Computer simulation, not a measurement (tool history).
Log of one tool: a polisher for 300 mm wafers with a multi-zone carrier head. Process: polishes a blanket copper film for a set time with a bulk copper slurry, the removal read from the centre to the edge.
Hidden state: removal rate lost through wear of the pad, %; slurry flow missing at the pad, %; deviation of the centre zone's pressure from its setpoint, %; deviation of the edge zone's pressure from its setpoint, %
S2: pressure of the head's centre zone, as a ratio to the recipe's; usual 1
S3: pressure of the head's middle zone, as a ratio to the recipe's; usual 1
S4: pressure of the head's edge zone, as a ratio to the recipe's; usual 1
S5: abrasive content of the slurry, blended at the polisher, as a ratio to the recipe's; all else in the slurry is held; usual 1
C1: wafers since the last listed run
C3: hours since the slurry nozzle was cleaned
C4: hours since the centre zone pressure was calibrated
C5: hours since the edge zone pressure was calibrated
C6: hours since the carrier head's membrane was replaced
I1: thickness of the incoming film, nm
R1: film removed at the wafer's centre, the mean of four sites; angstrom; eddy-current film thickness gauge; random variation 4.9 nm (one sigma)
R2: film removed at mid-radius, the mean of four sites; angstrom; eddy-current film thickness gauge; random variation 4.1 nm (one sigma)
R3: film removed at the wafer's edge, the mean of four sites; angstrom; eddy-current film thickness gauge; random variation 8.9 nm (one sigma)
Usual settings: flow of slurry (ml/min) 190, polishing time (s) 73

Run 1, hour 0: usual settings; C1 0; wafers polished on this pad 3961; C3 295.3; C4 213; C5 607.6; C6 72.1; I1 3531.8. Result: R1 5638 angstrom, R2 5764 angstrom, R3 5548 angstrom.
At hour 28.3: worn pad replaced by a new one.
Run 2, hour 66: usual settings; C1 704; wafers polished on this pad 428; C3 361.3; C4 279; C5 673.6; C6 138.1; I1 3526.2. Result: R1 6069 angstrom, R2 6212 angstrom, R3 5980 angstrom.
Run 3, hour 125.1: usual settings; C1 671; wafers polished on this pad 1100; C3 420.4; C4 338.1; C5 732.7; C6 197.2; I1 3591.8. Result: R1 5892 angstrom, R2 5940 angstrom, R3 5837 angstrom.
Run 4, hour 170.9: usual settings; C1 520; wafers polished on this pad 1620; C3 466.2; C4 383.9; C5 778.5; C6 243; I1 3472.1. Result: R1 5814 angstrom, R2 5870 angstrom, R3 5813 angstrom.
At hour 179.5: centre zone pressure recalibrated.
Run 5, hour 223.9: usual settings but S4 0.91, polishing time (s) 96; C1 579; wafers polished on this pad 2199; C3 519.2; C4 44.4; C5 831.5; C6 296; I1 3562.9. Result: R1 7648 angstrom, R2 7670 angstrom, R3 7340 angstrom.
Run 6, hour 253.4: usual settings but flow of slurry (ml/min) 160; C1 335; wafers polished on this pad 2535; C3 548.7; C4 73.9; C5 861; C6 325.5; I1 3526.9. Result: R1 5599 angstrom, R2 5627 angstrom, R3 5548 angstrom.
At hour 286.8: slurry nozzle cleaned.
Run 7, hour 312.9: usual settings; C1 664; wafers polished on this pad 3199; C3 26.1; C4 133.4; C5 920.5; C6 385; I1 3478.5. Result: R1 5713 angstrom, R2 5761 angstrom, R3 5690 angstrom.
Run 8, hour 380.5: usual settings but S5 1.3; C1 768; wafers polished on this pad 3967; C3 93.7; C4 201; C5 988.1; C6 452.6; I1 3520.5. Result: R1 6117 angstrom, R2 6138 angstrom, R3 6218 angstrom.
At hour 388.9: worn pad replaced by a new one.
Run 9, hour 442.7: usual settings but flow of slurry (ml/min) 230, S2 0.89, S4 1.08, polishing time (s) 92; C1 661; wafers polished on this pad 611; C3 155.9; C4 263.2; C5 1050.3; C6 514.8; I1 3514.1. Result: R1 7211 angstrom, R2 7734 angstrom, R3 7856 angstrom.
At hour 493.9: edge zone pressure recalibrated.
At hour 502.5: centre zone pressure recalibrated.
Run 10, hour 503: usual settings but S3 0.92, S5 1.2; C1 639; wafers polished on this pad 1250; C3 216.2; C4 0.5; C5 9.1; C6 575.1; I1 3571.2. Result: R1 6167 angstrom, R2 5827 angstrom, R3 6128 angstrom.
Run 11, hour 568.7: usual settings; C1 746; wafers polished on this pad 1997; C3 281.9; C4 66.2; C5 74.8; C6 640.8; I1 3557.8. Result: R1 5737 angstrom, R2 5829 angstrom, R3 5676 angstrom.
Run 12, hour 636.5: usual settings but S2 1.11, S3 0.91, polishing time (s) 89; C1 770; wafers polished on this pad 2767; C3 349.7; C4 134; C5 142.6; C6 708.6; I1 3491.5. Result: R1 7582 angstrom, R2 6611 angstrom, R3 6797 angstrom.
Run 13, hour 666.3: usual settings but S2 1.06; C1 338; wafers polished on this pad 3106; C3 379.5; C4 163.8; C5 172.4; C6 738.4; I1 3545.8. Result: R1 5923 angstrom, R2 5813 angstrom, R3 5804 angstrom.
At hour 713.5: worn pad replaced by a new one.
Run 14, hour 718.6: usual settings but S2 0.96; C1 548; wafers polished on this pad 58; C3 431.8; C4 216.1; C5 224.7; C6 790.7; I1 3597.7. Result: R1 6001 angstrom, R2 6154 angstrom, R3 6007 angstrom.
Run 15, hour 752.4: usual settings but flow of slurry (ml/min) 135, S4 0.96, S5 1.2; C1 384; wafers polished on this pad 442; C3 465.6; C4 249.9; C5 258.5; C6 824.5; I1 3604.4. Result: R1 5755 angstrom, R2 5951 angstrom, R3 5912 angstrom.
Run 16, hour 793.1: usual settings but S4 0.9; C1 462; wafers polished on this pad 904; C3 506.3; C4 290.6; C5 299.2; C6 865.2; I1 3516.8. Result: R1 5908 angstrom, R2 5912 angstrom, R3 5774 angstrom.
At hour 823.2: centre zone pressure recalibrated.
Run 17, hour 861.9: usual settings but S3 1.07, S4 1.04; C1 758; wafers polished on this pad 1663; C3 575.1; C4 38.7; C5 368; C6 934; I1 3529.4. Result: R1 5766 angstrom, R2 6187 angstrom, R3 5697 angstrom.
Run 18, hour 897.6: usual settings but S3 0.9, S4 1.05, S5 1.15, polishing time (s) 88; C1 405; wafers polished on this pad 2069; C3 610.8; C4 74.4; C5 403.7; C6 969.7; I1 3548. Result: R1 7151 angstrom, R2 6743 angstrom, R3 7248 angstrom.
Run 19, hour 923.7: usual settings but S5 0.8; C1 296; wafers polished on this pad 2365; C3 636.9; C4 100.5; C5 429.8; C6 995.8; I1 3570.2. Result: R1 5335 angstrom, R2 5490 angstrom, R3 5267 angstrom.
At hour 932.7: slurry nozzle cleaned.
Run 20, hour 952.4: usual settings but S2 1.11, S3 0.91, polishing time (s) 89; C1 314; wafers polished on this pad 2680; C3 19.7; C4 129.2; C5 458.5; C6 1024.5; I1 3540.7. Result: R1 7483 angstrom, R2 6579 angstrom, R3 6974 angstrom.

5 ways to go on from here, each from the tool as it stands after run 20. What would each give?
Run A, hour 952.8: usual settings; C1 4; wafers polished on this pad 2685; C3 20.1; C4 129.6; C5 458.9; C6 1024.9; I1 3550.2. Result: R1 ?, R2 ?, R3 ?.
Run B, hour 952.8: usual settings but S4 0.93, polishing time (s) 82; C1 4; wafers polished on this pad 2685; C3 20.1; C4 129.6; C5 458.9; C6 1024.9; I1 3550.2. Result: R1 ?, R2 ?, R3 ?.
Run C, hour 952.8: usual settings but S2 1.12, polishing time (s) 84; C1 4; wafers polished on this pad 2685; C3 20.1; C4 129.6; C5 458.9; C6 1024.9; I1 3550.2. Result: R1 ?, R2 ?, R3 ?.
Run D, hour 952.8: usual settings but flow of slurry (ml/min) 230; C1 4; wafers polished on this pad 2685; C3 20.1; C4 129.6; C5 458.9; C6 1024.9; I1 3550.2. Result: R1 ?, R2 ?, R3 ?.
Run E, hour 952.8: usual settings but S3 1.11, S5 1.25; C1 4; wafers polished on this pad 2685; C3 20.1; C4 129.6; C5 458.9; C6 1024.9; I1 3550.2. Result: R1 ?, R2 ?, R3 ?.

run    R1    R2    R3
  A  5677  5764  5737
  B  6377  6475  6346
  C  7081  6629  6602
  D  5861  5932  5861
  E  6050  6592  6104
Without the tool's hidden state the same runs would have given:
run    R1    R2    R3
  A  6199  6293  6265
  B  6963  7070  6929
  C  7732  7239  7208
  D  6400  6477  6400
  E  6606  7198  6665
